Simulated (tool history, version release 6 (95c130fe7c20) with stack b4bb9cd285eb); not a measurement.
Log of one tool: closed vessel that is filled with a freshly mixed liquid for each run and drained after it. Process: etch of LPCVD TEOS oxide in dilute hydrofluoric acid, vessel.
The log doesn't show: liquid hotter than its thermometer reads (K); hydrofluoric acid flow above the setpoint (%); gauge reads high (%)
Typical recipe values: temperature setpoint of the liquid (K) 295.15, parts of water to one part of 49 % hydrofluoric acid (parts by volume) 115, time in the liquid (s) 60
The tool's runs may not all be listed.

run,hour,temperature setpoint of the liquid (K),parts of water to one part of 49 % hydrofluoric acid (parts by volume),time in the liquid (s),wafers since the last listed run,hours since the thermometer was replaced,hours since the hydrofluoric acid flow meter was replaced,hours since the gauge calibration,"read-back film thickness of the LPCVD TEOS oxide reference wafer, read on the same gauge (nm)",thickness taken off the LPCVD TEOS oxide on a monitor wafer (nm)
1,0,295.15,115,70,0,550.4,837.9,586.5,50,26.77
2,48.2,295.15,115,70,3575,598.6,886.1,634.7,50,27.31
3,87.8,295.15,115,70,2937,638.2,925.7,674.3,50,27.23
4,157.2,295.15,115,60,5147,707.6,995.1,743.7,50,23.39
# hour 200.8: thermometer replaced
5,225.2,295.15,150,45,4969,24.4,1063.1,811.7,50,12.92
6,267.2,295.15,150,45,3115,66.4,1105.1,853.7,49.99,12.98
7,299.3,295.15,115,60,2381,98.5,1137.2,885.8,50,23.31
8,364.8,295.15,115,60,4858,164,1202.7,951.3,50.01,23.72
9,416.5,295.15,115,60,3834,215.7,1254.4,1003,50.01,24.16
10,472,295.15,115,60,4116,271.2,1309.9,1058.5,50,23.78
11,541.5,295.15,115,85,5155,340.7,1379.4,1128,50.01,34.03
12,566.6,295.15,75,60,1861,365.8,1404.5,1153.1,50,37.9
13,629.7,295.15,75,60,4680,428.9,1467.6,1216.2,50,38.54
14,685.9,295.15,115,60,4168,485.1,1523.8,1272.4,49.99,23.91
# hour 737.5: gauge calibrated
15,743.4,295.15,115,60,4265,542.6,1581.3,5.9,50,24.34
16,791.9,295.15,115,60,3597,591.1,1629.8,54.4,50.02,24.46
# hour 871.1: thermometer replaced
17,898.4,293.65,115,60,7825,27.3,1736.3,160.9,50.01,22.94

Estimate the outcome of run 18 from the log above:
# hour 927.2: hydrofluoric acid flow meter replaced
18,945.2,300.15,115,50,3397,74.1,18,207.7,?,?

For run 18 the tool returned read-back film thickness of the LPCVD TEOS oxide reference wafer, read on the same gauge (nm) 49.99, thickness taken off the LPCVD TEOS oxide on a monitor wafer (nm) 22.64.
Take away the tool's hidden state, keep the run-to-run variation as it was, and the same run would have given thickness taken off the LPCVD TEOS oxide on a monitor wafer (nm) 22.37.
